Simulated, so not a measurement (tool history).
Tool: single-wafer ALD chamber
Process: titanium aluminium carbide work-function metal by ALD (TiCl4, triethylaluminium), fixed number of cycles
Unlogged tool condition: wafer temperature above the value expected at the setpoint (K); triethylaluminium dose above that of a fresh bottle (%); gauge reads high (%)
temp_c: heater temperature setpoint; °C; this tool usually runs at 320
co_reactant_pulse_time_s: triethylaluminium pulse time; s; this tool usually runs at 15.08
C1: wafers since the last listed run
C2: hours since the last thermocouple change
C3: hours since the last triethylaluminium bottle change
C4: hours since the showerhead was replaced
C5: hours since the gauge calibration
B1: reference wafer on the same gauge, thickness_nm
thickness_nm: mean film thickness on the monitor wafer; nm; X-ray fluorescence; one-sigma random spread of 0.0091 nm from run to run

run 1 day=0 | temp_c=320 co_reactant_pulse_time_s=15.08 | C1=0 C2=1886.5 C3=135.5 C4=3299.4 C5=960.5 | B1=2.359 | thickness_nm=2.143
run 2 day=3.354 | temp_c=320 co_reactant_pulse_time_s=15.08 | C1=663 C2=1967 C3=216 C4=3379.9 C5=1041 | B1=2.36 | thickness_nm=2.155
run 3 day=5.442 | temp_c=320 co_reactant_pulse_time_s=15.08 | C1=412 C2=2017.1 C3=266.1 C4=3430 C5=1091.1 | B1=2.362 | thickness_nm=2.144
run 4 day=8.242 | temp_c=320 co_reactant_pulse_time_s=10.27 | C1=553 C2=2084.3 C3=333.3 C4=3497.2 C5=1158.3 | B1=2.36 | thickness_nm=1.975
run 5 day=11.908 | temp_c=320 co_reactant_pulse_time_s=10.27 | C1=724 C2=2172.3 C3=421.3 C4=3585.2 C5=1246.3 | B1=2.36 | thickness_nm=1.964
-- day=17.725 triethylaluminium bottle replaced
run 6 day=24.662 | temp_c=320 co_reactant_pulse_time_s=15.08 | C1=2455 C2=2478.4 C3=166.5 C4=3891.3 C5=1552.4 | B1=2.36 | thickness_nm=2.163
run 7 day=26.171 | temp_c=320 co_reactant_pulse_time_s=11.34 | C1=298 C2=2514.6 C3=202.7 C4=3927.5 C5=1588.6 | B1=2.362 | thickness_nm=2.068
run 8 day=27.758 | temp_c=320 co_reactant_pulse_time_s=11.34 | C1=313 C2=2552.7 C3=240.8 C4=3965.6 C5=1626.7 | B1=2.36 | thickness_nm=2.06
-- day=28.908 gauge calibrated
run 9 day=29.746 | temp_c=320 co_reactant_pulse_time_s=11.34 | C1=392 C2=2600.4 C3=288.5 C4=4013.3 C5=20.1 | B1=2.359 | thickness_nm=2.072
run 10 day=33.196 | temp_c=320 co_reactant_pulse_time_s=17.53 | C1=681 C2=2683.2 C3=371.3 C4=4096.1 C5=102.9 | B1=2.361 | thickness_nm=2.152
run 11 day=35.362 | temp_c=320 co_reactant_pulse_time_s=17.53 | C1=428 C2=2735.2 C3=423.3 C4=4148.1 C5=154.9 | B1=2.36 | thickness_nm=2.145
-- day=36.942 triethylaluminium bottle replaced
-- day=38.812 thermocouple changed; heater temperature recalibrated
run 12 day=39.354 | temp_c=320 co_reactant_pulse_time_s=15.08 | C1=657 C2=13 C3=57.9 C4=4243.9 C5=250.7 | B1=2.36 | thickness_nm=2.108
run 13 day=41.542 | temp_c=320 co_reactant_pulse_time_s=15.08 | C1=432 C2=65.5 C3=110.4 C4=4296.4 C5=303.2 | B1=2.36 | thickness_nm=2.121
run 14 day=45.846 | temp_c=320 co_reactant_pulse_time_s=15.08 | C1=850 C2=168.8 C3=213.7 C4=4399.7 C5=406.5 | B1=2.36 | thickness_nm=2.123
run 15 day=49.904 | temp_c=320 co_reactant_pulse_time_s=15.08 | C1=802 C2=266.2 C3=311.1 C4=4497.1 C5=503.9 | B1=2.361 | thickness_nm=2.118
run 16 day=53.983 | temp_c=320 co_reactant_pulse_time_s=11.74 | C1=806 C2=364.1 C3=409 C4=4595 C5=601.8 | B1=2.362 | thickness_nm=2.064
run 17 day=57.971 | temp_c=320 co_reactant_pulse_time_s=15.08 | C1=788 C2=459.8 C3=504.7 C4=4690.7 C5=697.5 | B1=2.359 | thickness_nm=2.134
-- day=59.246 triethylaluminium bottle replaced
run 18 day=60.188 | temp_c=325 co_reactant_pulse_time_s=10.86 | C1=372 C2=513 C3=22.6 C4=4743.9 C5=750.7 | B1=2.361 | thickness_nm=2.066
-- day=62.908 showerhead replaced
run 19 day=63.746 | temp_c=306 co_reactant_pulse_time_s=10.57 | C1=637 C2=598.4 C3=108 C4=20.1 C5=836.1 | B1=2.359 | thickness_nm=1.858
run 20 day=68.238 | temp_c=320 co_reactant_pulse_time_s=12.43 | C1=887 C2=706.2 C3=215.8 C4=127.9 C5=943.9 | B1=2.36 | thickness_nm=2.084
run 21 day=71.979 | temp_c=326 co_reactant_pulse_time_s=15.08 | C1=739 C2=796 C3=305.6 C4=217.7 C5=1033.7 | B1=2.36 | thickness_nm=2.168
-- day=79.083 triethylaluminium bottle replaced
run 22 day=85.204 | temp_c=310 co_reactant_pulse_time_s=13.21 | C1=2548 C2=1113.4 C3=146.9 C4=535.1 C5=1351.1 | B1=2.357 | thickness_nm=2.027
run 23 day=86.758 | temp_c=306 co_reactant_pulse_time_s=19.78 | C1=307 C2=1150.7 C3=184.2 C4=572.4 C5=1388.4 | B1=2.361 | thickness_nm=2.008
run 24 day=89.054 | temp_c=320 co_reactant_pulse_time_s=11.9 | C1=453 C2=1205.8 C3=239.3 C4=627.5 C5=1443.5 | B1=2.359 | thickness_nm=2.074
run 25 day=91.338 | temp_c=320 co_reactant_pulse_time_s=15.08 | C1=451 C2=1260.6 C3=294.1 C4=682.3 C5=1498.3 | B1=2.36 | thickness_nm=2.142

Table of differences, measured result less the result of that run with no hidden state. Run-to-run variation is the same in both. Gauge scatter possibly is not:
run=1 thickness_nm=+0.023
run=2 thickness_nm=+0.025
run=3 thickness_nm=+0.026
run=4 thickness_nm=+0.025
run=5 thickness_nm=+0.025
run=6 thickness_nm=+0.033
run=7 thickness_nm=+0.033
run=8 thickness_nm=+0.033
run=9 thickness_nm=+0.034
run=10 thickness_nm=+0.037
run=11 thickness_nm=+0.038
run=12 thickness_nm=+0.003
run=13 thickness_nm=+0.004
run=14 thickness_nm=+0.006
run=15 thickness_nm=+0.007
run=16 thickness_nm=+0.009
run=17 thickness_nm=+0.011
run=18 thickness_nm=+0.011
run=19 thickness_nm=+0.012
run=20 thickness_nm=+0.015
run=21 thickness_nm=+0.017
run=22 thickness_nm=+0.021
run=23 thickness_nm=+0.022
run=24 thickness_nm=+0.023
run=25 thickness_nm=+0.024
